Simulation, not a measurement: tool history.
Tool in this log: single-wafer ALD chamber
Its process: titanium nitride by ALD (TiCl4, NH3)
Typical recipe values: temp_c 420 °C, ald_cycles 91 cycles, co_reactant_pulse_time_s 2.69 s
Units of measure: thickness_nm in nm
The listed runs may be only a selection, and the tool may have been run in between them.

| run | hour | temp_c | ald_cycles | co_reactant_pulse_time_s | read-back reference wafer on the same gauge, thickness_nm | thickness_nm |
|---|---|---|---|---|---|---|
| 1 | 0 | 420 | 91 | 2.69 | 2.46 | 2.084 |
| 2 | 38 | 420 | 91 | 2.69 | 2.462 | 2.094 |
| 3 | 64.7 | 420 | 91 | 2.69 | 2.462 | 2.098 |
| 4 | 109 | 417 | 91 | 2.69 | 2.465 | 2.088 |
| 5 | 138.8 | 417 | 91 | 2.69 | 2.466 | 2.089 |
| 6 | 200.4 | 417 | 91 | 2.69 | 2.468 | 2.1 |
| 7 | 231.7 | 420 | 91 | 2.69 | 2.466 | 2.097 |
| 8 | 263.8 | 420 | 91 | 2.69 | 2.468 | 2.105 |
| 9 | 309.8 | 420 | 83 | 2.69 | 2.469 | 1.91 |
| 10 | 378.4 | 420 | 83 | 2.69 | 2.469 | 1.91 |
| 11 | 437.4 | 420 | 83 | 2.69 | 2.471 | 1.913 |
| 12 | 602.9 | 415 | 96 | 1.99 | 2.454 | 2.168 |
| 13 | 667.6 | 434 | 75 | 3.26 | 2.46 | 1.73 |
| 14 | 720.5 | 433 | 77 | 2.01 | 2.466 | 1.739 |
| 15 | 776.8 | 420 | 91 | 2.69 | 2.47 | 2.091 |
| 16 | 827.7 | 432 | 91 | 2.69 | 2.471 | 2.108 |
| 17 | 875.6 | 420 | 91 | 2.69 | 2.474 | 2.104 |
| 18 | 903.9 | 417 | 91 | 2.69 | 2.476 | 2.1 |
| 19 | 935.7 | 430 | 103 | 2.02 | 2.476 | 2.347 |
| 20 | 968 | 420 | 91 | 2.69 | 2.477 | 2.111 |
| 21 | 996.4 | 434 | 91 | 3.31 | 2.477 | 2.117 |
| 22 | 1059.6 | 406 | 78 | 3.01 | 2.479 | 1.808 |
| 23 | 1097.9 | 420 | 91 | 2.69 | 2.48 | 2.105 |

Removed from this log: 3 entries logged between the listed runs. Between which two listed runs does each belong, and how does the tool's hidden state at the listed run before it compare with that at the listed run after it?
After run 10, before run 11: showerhead replaced (hour 436.9)
  gauge reads high (%): 1.64 -> 1.66
  what was measured, less what the result would be without the hidden state, thickness_nm: +0.031 -> +0.031 nm
After run 11, before run 12: gauge calibrated (hour 464.7)
  gauge reads high (%): 1.66 -> 1
  what was measured, less what the result would be without the hidden state, thickness_nm: +0.031 -> +0.021 nm
After run 15, before run 16: thermocouple changed; heater temperature recalibrated (hour 827.2)
  gauge reads high (%): 1.6 -> 1.72
  what was measured, less what the result would be without the hidden state, thickness_nm: +0.033 -> +0.036 nm
